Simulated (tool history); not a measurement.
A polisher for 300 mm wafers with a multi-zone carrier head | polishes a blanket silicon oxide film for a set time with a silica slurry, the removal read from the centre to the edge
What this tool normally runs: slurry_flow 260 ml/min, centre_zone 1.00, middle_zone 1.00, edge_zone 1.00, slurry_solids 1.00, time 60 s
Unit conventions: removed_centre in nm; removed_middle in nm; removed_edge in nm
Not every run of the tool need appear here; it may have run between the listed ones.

run	hour	slurry_flow	centre_zone	middle_zone	edge_zone	slurry_solids	time	incoming thickness of the incoming film, nm	removed_centre	removed_middle	removed_edge
1	0.0	260	1.00	1.00	1.00	1.00	60	1347.4	161.1	159.4	161.0
2	64.8	260	1.00	1.00	1.00	1.00	60	1356.5	160.4	157.3	162.6
3	133.9	260	1.00	1.00	1.00	1.00	60	1351.8	160.0	158.2	159.8
# hour 151.1: slurry nozzle cleaned
4	192.9	260	1.09	1.00	1.00	1.00	60	1356.1	173.3	156.0	157.4
5	220.6	260	1.11	1.00	1.00	1.00	60	1392.2	177.0	157.0	154.5
# hour 243.7: carrier head's membrane replaced by a new one
6	245.8	260	1.00	1.00	1.00	1.00	60	1372.9	156.8	154.9	159.8
# hour 270.9: worn pad replaced by a new one
7	312.9	260	1.00	1.00	1.00	1.00	60	1367.5	162.3	159.1	162.0
# hour 362.5: centre zone pressure recalibrated
8	380.8	260	1.00	1.00	1.00	1.00	60	1378.9	160.1	156.8	157.2
9	412.8	260	1.00	0.94	0.93	1.00	49	1352.7	130.2	122.4	126.5
10	445.8	230	1.04	1.00	1.09	1.00	60	1357.3	161.9	154.1	161.4
11	515.6	260	1.00	1.00	1.00	1.00	60	1332.8	158.5	155.9	156.4
# hour 562.3: worn pad replaced by a new one
# hour 622.1: slurry nozzle cleaned
# hour 672.8: edge zone pressure recalibrated
12	698.3	260	1.00	1.00	1.00	1.00	60	1367.5	159.7	158.0	159.0
13	732.7	340	1.00	1.04	1.00	1.00	60	1346.3	164.8	166.5	163.5
14	761.2	220	0.90	1.00	1.00	0.80	47	1366.8	98.2	105.4	110.4
15	812.3	260	1.00	1.00	1.00	0.85	60	1338.1	144.8	140.4	143.9
# hour 857.4: worn pad replaced by a new one
16	857.9	260	0.93	1.00	1.00	1.00	60	1386.8	153.8	162.0	164.5
17	890.8	260	1.00	1.00	1.00	1.00	40	1375.1	109.6	106.0	108.5
18	952.6	260	1.00	1.00	1.00	1.00	76	1346.5	206.5	202.1	209.1
# hour 987.6: slurry nozzle cleaned
19	1016.1	340	0.90	1.00	1.00	1.00	80	1363.8	198.0	215.7	221.1
20	1083.2	260	1.00	1.00	1.00	1.00	60	1378.2	158.4	156.4	157.1
21	1109.5	260	1.00	1.08	0.89	1.00	75	1340.1	198.8	208.4	190.9

Pick out some run-to-run changes in removed_centre. Of each, how much would a tool without hidden state show as well, from the settings, what came in and chance, and how much is left for the hidden state and any gauge scatter not in both results compared?
Hidden state at play: removal rate lost through wear of the pad, %; slurry flow missing at the pad, %; deviation of the centre zone's pressure from its setpoint, %; deviation of the edge zone's pressure from its setpoint, %.
Run 6 -> 7: worn pad replaced by a new one. removed_centre +5.5 nm: hidden state +4.5, all else +1.0.
Run 13 -> 14: slurry_flow 340 -> 220, centre_zone 1.00 -> 0.90, middle_zone 1.04 -> 1.00, slurry_solids 1.00 -> 0.80, time 60 -> 47. removed_centre -66.6 nm: hidden state +1.4, all else -68.0.
Run 15 -> 16: centre_zone 1.00 -> 0.93, slurry_solids 0.85 -> 1.00, worn pad replaced by a new one. removed_centre +9.0 nm: hidden state +5.5, all else +3.5.
Run 17 -> 18: time 40 -> 76. removed_centre +96.9 nm: hidden state -2.5, all else +99.4.
